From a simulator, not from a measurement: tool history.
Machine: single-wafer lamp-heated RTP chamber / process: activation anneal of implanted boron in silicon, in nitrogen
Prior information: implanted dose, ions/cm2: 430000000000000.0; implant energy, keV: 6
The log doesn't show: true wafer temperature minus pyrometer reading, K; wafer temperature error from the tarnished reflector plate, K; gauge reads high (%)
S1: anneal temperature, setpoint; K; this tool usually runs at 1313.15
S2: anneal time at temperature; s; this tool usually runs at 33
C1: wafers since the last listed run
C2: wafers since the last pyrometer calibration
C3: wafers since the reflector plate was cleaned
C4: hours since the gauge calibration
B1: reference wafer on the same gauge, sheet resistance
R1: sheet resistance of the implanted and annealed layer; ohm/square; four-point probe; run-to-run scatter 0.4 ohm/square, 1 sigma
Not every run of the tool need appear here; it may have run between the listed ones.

run 1 hour=0.0 | S1=1313.15 S2=23 | C1=0 C2=2386 C3=6004 C4=605.6 | B1=316.12 | R1=269.90
run 2 hour=62.8 | S1=1313.15 S2=23 | C1=959 C2=3346 C3=6964 C4=668.4 | B1=316.10 | R1=269.48
run 3 hour=98.9 | S1=1313.15 S2=33 | C1=551 C2=3897 C3=7516 C4=704.5 | B1=315.97 | R1=267.83
run 4 hour=149.0 | S1=1313.15 S2=33 | C1=765 C2=4663 C3=8281 C4=754.6 | B1=315.39 | R1=267.38
-- hour=157.8 pyrometer window cleaned and pyrometer calibrated
run 5 hour=219.8 | S1=1313.15 S2=47 | C1=959 C2=947 C3=9241 C4=825.4 | B1=315.15 | R1=264.35
run 6 hour=255.4 | S1=1313.15 S2=47 | C1=543 C2=1491 C3=9785 C4=861.0 | B1=314.93 | R1=263.92
run 7 hour=289.5 | S1=1293.15 S2=33 | C1=521 C2=2012 C3=10306 C4=895.1 | B1=314.71 | R1=268.25
run 8 hour=322.7 | S1=1313.15 S2=33 | C1=507 C2=2519 C3=10813 C4=928.3 | B1=314.46 | R1=265.69
run 9 hour=392.7 | S1=1301.15 S2=42 | C1=1069 C2=3589 C3=11883 C4=998.3 | B1=314.11 | R1=265.53
run 10 hour=428.1 | S1=1301.15 S2=42 | C1=540 C2=4130 C3=12424 C4=1033.7 | B1=313.73 | R1=265.56
-- hour=472.5 pyrometer window cleaned and pyrometer calibrated
run 11 hour=480.0 | S1=1313.15 S2=33 | C1=670 C2=114 C3=13095 C4=1085.6 | B1=313.28 | R1=264.97
run 12 hour=548.8 | S1=1313.15 S2=33 | C1=1051 C2=1165 C3=14146 C4=1154.4 | B1=312.74 | R1=264.64
run 13 hour=589.0 | S1=1313.15 S2=33 | C1=614 C2=1779 C3=14760 C4=1194.6 | B1=312.55 | R1=265.13
-- hour=617.9 reflector plate cleaned
run 14 hour=653.4 | S1=1313.15 S2=41 | C1=861 C2=2641 C3=542 C4=1259.0 | B1=311.86 | R1=261.97
run 15 hour=715.8 | S1=1313.15 S2=33 | C1=953 C2=3594 C3=1496 C4=1321.4 | B1=311.43 | R1=262.96
-- hour=732.4 gauge calibrated
run 16 hour=753.1 | S1=1313.15 S2=18 | C1=569 C2=4164 C3=2066 C4=20.7 | B1=318.06 | R1=272.86
-- hour=797.7 pyrometer window cleaned and pyrometer calibrated
run 17 hour=872.9 | S1=1313.15 S2=33 | C1=1708 C2=1148 C3=3774 C4=140.5 | B1=318.15 | R1=270.08
run 18 hour=898.1 | S1=1295.15 S2=49 | C1=385 C2=1533 C3=4159 C4=165.7 | B1=318.18 | R1=269.13
run 19 hour=969.7 | S1=1295.15 S2=49 | C1=1094 C2=2627 C3=5253 C4=237.3 | B1=317.86 | R1=268.59
run 20 hour=994.2 | S1=1321.15 S2=40 | C1=374 C2=3001 C3=5628 C4=261.8 | B1=317.95 | R1=266.41
run 21 hour=1050.2 | S1=1332.15 S2=49 | C1=855 C2=3857 C3=6483 C4=317.8 | B1=317.95 | R1=264.07
run 22 hour=1079.6 | S1=1289.15 S2=46 | C1=449 C2=4306 C3=6932 C4=347.2 | B1=317.73 | R1=269.65
-- hour=1124.5 pyrometer window cleaned and pyrometer calibrated
run 23 hour=1189.0 | S1=1287.15 S2=43 | C1=1549 C2=985 C3=8482 C4=456.6 | B1=317.44 | R1=270.85
run 24 hour=1213.2 | S1=1323.15 S2=46 | C1=369 C2=1355 C3=8852 C4=480.8 | B1=317.48 | R1=265.38

What if the next run were any one of these 5? Each begins from the tool's condition after run 24:
run A hour=1213.6 | S1=1313.15 S2=15 | C1=6 C2=1361 C3=8858 C4=481.2 | B1=? | R1=?
run B hour=1213.6 | S1=1342.15 S2=40 | C1=6 C2=1361 C3=8858 C4=481.2 | B1=? | R1=?
run C hour=1213.6 | S1=1313.15 S2=26 | C1=6 C2=1361 C3=8858 C4=481.2 | B1=? | R1=?
run D hour=1213.6 | S1=1284.15 S2=33 | C1=6 C2=1361 C3=8858 C4=481.2 | B1=? | R1=?
run E hour=1213.6 | S1=1299.15 S2=47 | C1=6 C2=1361 C3=8858 C4=481.2 | B1=? | R1=?

run=A B1=317.39 R1=272.98
run=B B1=317.39 R1=263.21
run=C B1=317.39 R1=270.29
run=D B1=317.39 R1=272.44
run=E B1=317.39 R1=268.00
Without the tool's hidden state the same runs would have given:
run=A R1=273.49
run=B R1=263.71
run=C R1=270.80
run=D R1=272.95
run=E R1=268.51
